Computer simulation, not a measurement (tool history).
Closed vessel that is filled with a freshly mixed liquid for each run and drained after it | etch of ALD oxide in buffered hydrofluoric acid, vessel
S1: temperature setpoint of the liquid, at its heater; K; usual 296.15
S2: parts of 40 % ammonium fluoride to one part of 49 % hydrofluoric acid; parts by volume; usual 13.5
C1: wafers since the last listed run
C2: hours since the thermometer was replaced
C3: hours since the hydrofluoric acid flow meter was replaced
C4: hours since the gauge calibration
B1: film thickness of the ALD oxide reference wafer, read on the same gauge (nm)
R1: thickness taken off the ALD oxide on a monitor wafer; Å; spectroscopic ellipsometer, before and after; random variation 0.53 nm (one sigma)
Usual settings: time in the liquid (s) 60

{"run": 1, "hour": 0.0, "S1": 297.65, "S2": 17, "time in the liquid (s)": 60, "C1": 0, "C2": 2271, "C3": 226.8, "C4": 411.4, "B1": 70, "R1": 799}
{"run": 2, "hour": 42.2, "S1": 296.15, "S2": 12, "time in the liquid (s)": 60, "C1": 3279, "C2": 2313.2, "C3": 269, "C4": 453.6, "B1": 70, "R1": 1041.3}
{"run": 3, "hour": 86.6, "S1": 296.15, "S2": 12, "time in the liquid (s)": 60, "C1": 3450, "C2": 2357.6, "C3": 313.4, "C4": 498, "B1": 70, "R1": 1045.4}
{"run": 4, "hour": 124.8, "S1": 296.15, "S2": 13.5, "time in the liquid (s)": 60, "C1": 2968, "C2": 2395.8, "C3": 351.6, "C4": 536.2, "B1": 69.97, "R1": 941.4}
{"run": 5, "hour": 150.6, "S1": 296.15, "S2": 13.5, "time in the liquid (s)": 60, "C1": 2004, "C2": 2421.6, "C3": 377.4, "C4": 562, "B1": 70.02, "R1": 932.1}
{"run": 6, "hour": 218.2, "S1": 297.65, "S2": 13.5, "time in the liquid (s)": 60, "C1": 5253, "C2": 2489.2, "C3": 445, "C4": 629.6, "B1": 69.99, "R1": 1016.1}
{"run": 7, "hour": 267.9, "S1": 297.65, "S2": 13.5, "time in the liquid (s)": 60, "C1": 3862, "C2": 2538.9, "C3": 494.7, "C4": 679.3, "B1": 69.99, "R1": 1015.3}
{"run": 8, "hour": 292.7, "S1": 296.15, "S2": 13.5, "time in the liquid (s)": 60, "C1": 1927, "C2": 2563.7, "C3": 519.5, "C4": 704.1, "B1": 69.96, "R1": 939}
{"run": 9, "hour": 322.1, "S1": 296.15, "S2": 13.5, "time in the liquid (s)": 60, "C1": 2284, "C2": 2593.1, "C3": 548.9, "C4": 733.5, "B1": 70, "R1": 930.7}
{"run": 10, "hour": 358.9, "S1": 296.15, "S2": 13.5, "time in the liquid (s)": 60, "C1": 2859, "C2": 2629.9, "C3": 585.7, "C4": 770.3, "B1": 70.03, "R1": 933.1}
{"run": 11, "hour": 383.0, "S1": 296.15, "S2": 13.5, "time in the liquid (s)": 60, "C1": 1872, "C2": 2654, "C3": 609.8, "C4": 794.4, "B1": 70.03, "R1": 933.9}
{"run": 12, "hour": 427.4, "S1": 297.65, "S2": 13.5, "time in the liquid (s)": 60, "C1": 3450, "C2": 2698.4, "C3": 654.2, "C4": 838.8, "B1": 70, "R1": 1017.4}
{"run": 13, "hour": 460.0, "S1": 298.65, "S2": 15, "time in the liquid (s)": 35, "C1": 2533, "C2": 2731, "C3": 686.8, "C4": 871.4, "B1": 69.99, "R1": 559.6}
{"hour": 473.3, "done": "gauge calibrated"}
{"run": 14, "hour": 529.3, "S1": 296.15, "S2": 13.5, "time in the liquid (s)": 60, "C1": 5385, "C2": 2800.3, "C3": 756.1, "C4": 56, "B1": 70.02, "R1": 940.1}
{"run": 15, "hour": 575.6, "S1": 296.15, "S2": 13.5, "time in the liquid (s)": 60, "C1": 3598, "C2": 2846.6, "C3": 802.4, "C4": 102.3, "B1": 70.01, "R1": 939.1}
{"hour": 592.6, "done": "thermometer replaced"}
{"run": 16, "hour": 637.6, "S1": 297.65, "S2": 8.5, "time in the liquid (s)": 70, "C1": 4740, "C2": 45, "C3": 864.4, "C4": 164.3, "B1": 69.96, "R1": 1909.4}
{"run": 17, "hour": 670.4, "S1": 298.15, "S2": 11, "time in the liquid (s)": 40, "C1": 2548, "C2": 77.8, "C3": 897.2, "C4": 197.1, "B1": 70.01, "R1": 900}
{"run": 18, "hour": 697.1, "S1": 296.15, "S2": 16.5, "time in the liquid (s)": 60, "C1": 2074, "C2": 104.5, "C3": 923.9, "C4": 223.8, "B1": 70, "R1": 818.1}
{"hour": 753.5, "done": "hydrofluoric acid flow meter replaced"}
{"hour": 763.8, "done": "thermometer replaced, repeated, since the last time left the tool worse"}
{"run": 19, "hour": 764.3, "S1": 296.15, "S2": 8.5, "time in the liquid (s)": 95, "C1": 5066, "C2": 0.5, "C3": 10.8, "C4": 291, "B1": 69.99, "R1": 2108.5}
{"run": 20, "hour": 825.9, "S1": 296.15, "S2": 9.5, "time in the liquid (s)": 60, "C1": 4786, "C2": 62.1, "C3": 72.4, "C4": 352.6, "B1": 70.03, "R1": 1196.9}
{"run": 21, "hour": 896.6, "S1": 296.15, "S2": 13.5, "time in the liquid (s)": 70, "C1": 5494, "C2": 132.8, "C3": 143.1, "C4": 423.3, "B1": 70.03, "R1": 1015.7}
{"run": 22, "hour": 946.2, "S1": 294.65, "S2": 9.5, "time in the liquid (s)": 60, "C1": 3854, "C2": 182.4, "C3": 192.7, "C4": 472.9, "B1": 69.97, "R1": 1115.2}
{"run": 23, "hour": 985.6, "S1": 298.65, "S2": 11.5, "time in the liquid (s)": 75, "C1": 3061, "C2": 221.8, "C3": 232.1, "C4": 512.3, "B1": 69.98, "R1": 1456.3}

The same runs without the tool's hidden state, with the same run-to-run variation:
The hidden state here: liquid hotter than its thermometer reads (K); hydrofluoric acid flow above the setpoint (%); gauge reads high (%).
run=1 R1=746.6
run=2 R1=971.4
run=3 R1=973.7
run=4 R1=875.8
run=5 R1=866.6
run=6 R1=943.9
run=7 R1=941.7
run=8 R1=869.8
run=9 R1=861.6
run=10 R1=862.9
run=11 R1=863.2
run=12 R1=939.6
run=13 R1=516.8
run=14 R1=865.1
run=15 R1=863.3
run=16 R1=1676.9
run=17 R1=789.8
run=18 R1=716.1
run=19 R1=2100.4
run=20 R1=1190.4
run=21 R1=1008.5
run=22 R1=1105.4
run=23 R1=1442.3
